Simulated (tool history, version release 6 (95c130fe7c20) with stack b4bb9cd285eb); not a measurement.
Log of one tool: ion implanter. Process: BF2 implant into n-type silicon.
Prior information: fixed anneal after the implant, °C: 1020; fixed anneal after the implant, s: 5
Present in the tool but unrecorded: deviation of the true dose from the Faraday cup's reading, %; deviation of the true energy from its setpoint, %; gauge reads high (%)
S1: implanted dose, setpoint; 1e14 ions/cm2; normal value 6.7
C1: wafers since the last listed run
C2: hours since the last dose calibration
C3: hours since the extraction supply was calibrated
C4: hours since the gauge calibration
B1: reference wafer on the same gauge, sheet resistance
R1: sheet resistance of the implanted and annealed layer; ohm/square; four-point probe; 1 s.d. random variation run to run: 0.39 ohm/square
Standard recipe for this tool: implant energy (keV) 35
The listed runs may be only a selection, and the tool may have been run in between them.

Run 1, hour 0: usual settings but implant energy (keV) 25.5; C1 0; C2 112.8; C3 4535.4; C4 1969.9; B1 195.95. Result: R1 207.96 ohm/square.
Run 2, hour 48.3: usual settings but implant energy (keV) 25.5; C1 1392; C2 161.1; C3 4583.7; C4 2018.2; B1 195.77. Result: R1 208.63 ohm/square.
Run 3, hour 104.4: usual settings; C1 1617; C2 217.2; C3 4639.8; C4 2074.3; B1 196.18. Result: R1 189.07 ohm/square.
Run 4, hour 297.8: usual settings but implant energy (keV) 28.5; C1 5576; C2 410.6; C3 4833.2; C4 2267.7; B1 195.88. Result: R1 200.64 ohm/square.
Run 5, hour 377.8: usual settings but implant energy (keV) 28.5; C1 2306; C2 490.6; C3 4913.2; C4 2347.7; B1 196.08. Result: R1 200.53 ohm/square.
Run 6, hour 545.6: usual settings but S1 8 1e14 ions/cm2, implant energy (keV) 29; C1 4838; C2 658.4; C3 5081; C4 2515.5; B1 196.02. Result: R1 181.23 ohm/square.
Run 7, hour 586.1: usual settings but S1 7.42 1e14 ions/cm2; C1 1167; C2 698.9; C3 5121.5; C4 2556; B1 196.19. Result: R1 176.19 ohm/square.
Run 8, hour 631.5: usual settings; C1 1309; C2 744.3; C3 5166.9; C4 2601.4; B1 196.15. Result: R1 187.5 ohm/square.
Run 9, hour 727.7: usual settings; C1 2773; C2 840.5; C3 5263.1; C4 2697.6; B1 196.22. Result: R1 187.05 ohm/square.
Run 10, hour 780.7: usual settings but S1 7.62 1e14 ions/cm2; C1 1528; C2 893.5; C3 5316.1; C4 2750.6; B1 196.03. Result: R1 172.53 ohm/square.
At hour 872.6: Faraday cup replaced and dose calibrated.
Run 11, hour 883.3: usual settings but S1 7.62 1e14 ions/cm2; C1 2727; C2 10.7; C3 5418.7; C4 2853.2; B1 195.88. Result: R1 174.73 ohm/square.
Run 12, hour 937.3: usual settings but S1 7.62 1e14 ions/cm2; C1 1557; C2 64.7; C3 5472.7; C4 2907.2; B1 196.11. Result: R1 174.83 ohm/square.
Run 13, hour 990.1: usual settings but implant energy (keV) 28; C1 1522; C2 117.5; C3 5525.5; C4 2960; B1 196.01. Result: R1 201.43 ohm/square.
Run 14, hour 1073.3: usual settings but S1 7.43 1e14 ions/cm2; C1 2398; C2 200.7; C3 5608.7; C4 3043.2; B1 195.97. Result: R1 177.58 ohm/square.
Run 15, hour 1148.4: usual settings but implant energy (keV) 46.5; C1 2165; C2 275.8; C3 5683.8; C4 3118.3; B1 195.94. Result: R1 178.81 ohm/square.
At hour 1230.9: gauge calibrated.
At hour 1232.6: extraction supply calibrated.
Run 16, hour 1233.1: usual settings but S1 5.97 1e14 ions/cm2, implant energy (keV) 23.5; C1 2211; C2 360.5; C3 0.5; C4 2.2; B1 195.84. Result: R1 228.01 ohm/square.
Run 17, hour 1285.7: usual settings but S1 7.34 1e14 ions/cm2; C1 1516; C2 413.1; C3 53.1; C4 54.8; B1 196.26. Result: R1 177.81 ohm/square.
Run 18, hour 1327.1: usual settings but S1 5.26 1e14 ions/cm2, implant energy (keV) 40; C1 1193; C2 454.5; C3 94.5; C4 96.2; B1 196.17. Result: R1 220.81 ohm/square.
Run 19, hour 1382.7: usual settings but S1 5.66 1e14 ions/cm2; C1 1603; C2 510.1; C3 150.1; C4 151.8; B1 195.99. Result: R1 212.5 ohm/square.
Run 20, hour 1461.6: usual settings but S1 4.85 1e14 ions/cm2, implant energy (keV) 23.5; C1 2274; C2 589; C3 229; C4 230.7; B1 196.04. Result: R1 259.21 ohm/square.
Run 21, hour 1522.1: usual settings but implant energy (keV) 28; C1 1744; C2 649.5; C3 289.5; C4 291.2; B1 195.93. Result: R1 201.91 ohm/square.
Run 22, hour 1612.2: usual settings but S1 7.62 1e14 ions/cm2; C1 2597; C2 739.6; C3 379.6; C4 381.3; B1 196.23. Result: R1 172.36 ohm/square.
Run 23, hour 1676.8: usual settings but S1 5.52 1e14 ions/cm2, implant energy (keV) 29; C1 1862; C2 804.2; C3 444.2; C4 445.9; B1 195.89. Result: R1 223.92 ohm/square.
Run 24, hour 1721.7: usual settings but S1 4.83 1e14 ions/cm2; C1 1294; C2 849.1; C3 489.1; C4 490.8; B1 195.99. Result: R1 239.36 ohm/square.
Run 25, hour 1806.6: usual settings but S1 8.65 1e14 ions/cm2, implant energy (keV) 39; C1 2447; C2 934; C3 574; C4 575.7; B1 196.19. Result: R1 155.22 ohm/square.
At hour 1826.1: Faraday cup replaced and dose calibrated.
Run 26, hour 1903.2: usual settings but S1 5.77 1e14 ions/cm2, implant energy (keV) 29.5; C1 2554; C2 77.1; C3 670.6; C4 672.3; B1 195.99. Result: R1 218.28 ohm/square.
Run 27, hour 1943.3: usual settings but implant energy (keV) 42; C1 1156; C2 117.2; C3 710.7; C4 712.4; B1 195.99. Result: R1 181.68 ohm/square.
Run 28, hour 1992.7: usual settings; C1 1424; C2 166.6; C3 760.1; C4 761.8; B1 195.97. Result: R1 189.35 ohm/square.
Run 29, hour 2047.7: usual settings but S1 5.43 1e14 ions/cm2, implant energy (keV) 41.5; C1 1585; C2 221.6; C3 815.1; C4 816.8; B1 195.92. Result: R1 214.35 ohm/square.
Run 30, hour 2096.9: usual settings; C1 1418; C2 270.8; C3 864.3; C4 866; B1 196.1. Result: R1 188.65 ohm/square.
Run 31, hour 2203: usual settings but S1 8.13 1e14 ions/cm2, implant energy (keV) 28; C1 3059; C2 376.9; C3 970.4; C4 972.1; B1 195.8. Result: R1 182.78 ohm/square.
Run 32, hour 2251.4: usual settings but S1 5.42 1e14 ions/cm2, implant energy (keV) 28.5; C1 1395; C2 425.3; C3 1018.8; C4 1020.5; B1 196.11. Result: R1 228.81 ohm/square.
Run 33, hour 2305.6: usual settings; C1 1562; C2 479.5; C3 1073; C4 1074.7; B1 196. Result: R1 188.76 ohm/square.
Run 34, hour 2368: usual settings but S1 7.34 1e14 ions/cm2, implant energy (keV) 44; C1 1799; C2 541.9; C3 1135.4; C4 1137.1; B1 195.71. Result: R1 168.04 ohm/square.
Run 35, hour 2413.3: usual settings but implant energy (keV) 30.5; C1 1306; C2 587.2; C3 1180.7; C4 1182.4; B1 195.9. Result: R1 196.01 ohm/square.
Run 36, hour 2473.5: usual settings but S1 7.62 1e14 ions/cm2; C1 1735; C2 647.4; C3 1240.9; C4 1242.6; B1 196.25. Result: R1 173.99 ohm/square.
Run 37, hour 2570.7: usual settings; C1 2802; C2 744.6; C3 1338.1; C4 1339.8; B1 196.25. Result: R1 187.4 ohm/square.

4 options for the next run, each taken on its own from the tool as it stands now. Forecast them:
Run A, hour 2571.1: usual settings but S1 4.89 1e14 ions/cm2; C1 11; C2 745; C3 1338.5; C4 1340.2; B1 ?. Result: R1 ?.
Run B, hour 2571.1: usual settings but S1 8.4 1e14 ions/cm2, implant energy (keV) 40; C1 11; C2 745; C3 1338.5; C4 1340.2; B1 ?. Result: R1 ?.
Run C, hour 2571.1: usual settings but S1 8.49 1e14 ions/cm2, implant energy (keV) 24.5; C1 11; C2 745; C3 1338.5; C4 1340.2; B1 ?. Result: R1 ?.
Run D, hour 2571.1: usual settings but S1 7.82 1e14 ions/cm2, implant energy (keV) 42.5; C1 11; C2 745; C3 1338.5; C4 1340.2; B1 ?. Result: R1 ?.

run      B1      R1
  A  196.16   237.6
  B  196.16  157.24
  C  196.16  189.97
  D  196.16  161.52
Had the tool no hidden state, the same runs would have come out as:
run      R1
  A  239.65
  B  158.18
  C  190.69
  D  162.61
